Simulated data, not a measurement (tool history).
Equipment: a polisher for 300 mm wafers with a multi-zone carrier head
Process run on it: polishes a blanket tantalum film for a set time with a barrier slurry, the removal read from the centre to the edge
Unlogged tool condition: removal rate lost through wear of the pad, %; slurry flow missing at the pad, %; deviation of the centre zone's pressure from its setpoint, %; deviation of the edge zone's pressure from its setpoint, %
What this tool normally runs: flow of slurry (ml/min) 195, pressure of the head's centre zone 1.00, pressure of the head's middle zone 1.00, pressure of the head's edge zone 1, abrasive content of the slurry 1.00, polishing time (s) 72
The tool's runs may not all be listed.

run,hour,flow of slurry (ml/min),pressure of the head's centre zone,pressure of the head's middle zone,pressure of the head's edge zone,abrasive content of the slurry,polishing time (s),wafers since the last listed run,wafers polished on this pad,hours since the slurry nozzle was cleaned,hours since the centre zone pressure was calibrated,hours since the edge zone pressure was calibrated,hours since the carrier head's membrane was replaced,"incoming thickness of the incoming film, nm",film removed at the wafer's centre (Å),film removed at mid-radius (Å),film removed at the wafer's edge (Å)
1,0.0,195,1.00,1.00,1,1.00,72,0,2606,117.9,1070.2,460.5,431.5,251.6,1006,1042,1043
2,26.9,195,1.00,1.00,1,1.00,72,302,2908,144.8,1097.1,487.4,458.4,252.5,1016,1052,1043
# hour 37.0: worn pad replaced by a new one
3,59.5,195,1.00,1.00,1,1.00,72,321,253,177.4,1129.7,520.0,491.0,246.8,1016,1032,1061
4,117.6,195,1.00,1.00,1,1.00,72,652,905,235.5,1187.8,578.1,549.1,247.3,971,1012,1046
5,177.5,195,1.00,1.00,1,1.00,72,672,1578,295.4,1247.7,638.0,609.0,248.7,994,1038,1032
# hour 239.0: centre zone pressure recalibrated
# hour 266.2: worn pad replaced by a new one
# hour 272.2: slurry nozzle cleaned
6,294.3,195,0.96,1.00,1,1.00,72,1233,304,22.1,55.3,754.8,725.8,254.9,889,984,1002
7,363.3,195,0.96,1.00,1,1.00,72,775,1079,91.1,124.3,823.8,794.8,245.2,823,928,996
# hour 417.2: slurry nozzle cleaned, repeated, since the last time left the tool worse
8,424.4,195,0.96,1.00,1,1.00,72,675,1754,7.2,185.4,884.9,855.9,250.8,985,1083,1081
9,473.0,195,1.00,1.00,1,1.00,72,546,2300,55.8,234.0,933.5,904.5,248.7,1013,1089,1033
10,497.8,195,1.00,0.89,1,0.85,72,278,2579,80.6,258.8,958.3,929.3,249.5,968,905,991
# hour 506.6: worn pad replaced by a new one
11,568.9,230,1.00,1.00,1,1.00,57,753,700,151.7,329.9,1029.4,1000.4,253.1,834,841,821
12,629.6,195,1.07,1.04,1,1.00,72,681,1382,212.4,390.6,1090.1,1061.1,251.4,1093,1059,1029
# hour 665.0: carrier head's membrane replaced by a new one
# hour 668.8: edge zone pressure recalibrated
13,700.9,195,1.00,1.00,1,1.00,72,722,2104,283.7,461.9,32.1,35.9,249.1,1023,1035,1051

What will run 14 give?
# hour 729.0: worn pad replaced by a new one
14,736.4,195,1.00,1.00,1,1.00,88,353,83,319.2,497.4,67.6,71.4,247.3,?,?,?

film removed at the wafer's centre (Å): 1227
film removed at mid-radius (Å): 1264
film removed at the wafer's edge (Å): 1240
Had the tool carried no hidden state, the very same run would have given film removed at the wafer's centre (Å) 1279, film removed at mid-radius (Å) 1312, film removed at the wafer's edge (Å) 1274.

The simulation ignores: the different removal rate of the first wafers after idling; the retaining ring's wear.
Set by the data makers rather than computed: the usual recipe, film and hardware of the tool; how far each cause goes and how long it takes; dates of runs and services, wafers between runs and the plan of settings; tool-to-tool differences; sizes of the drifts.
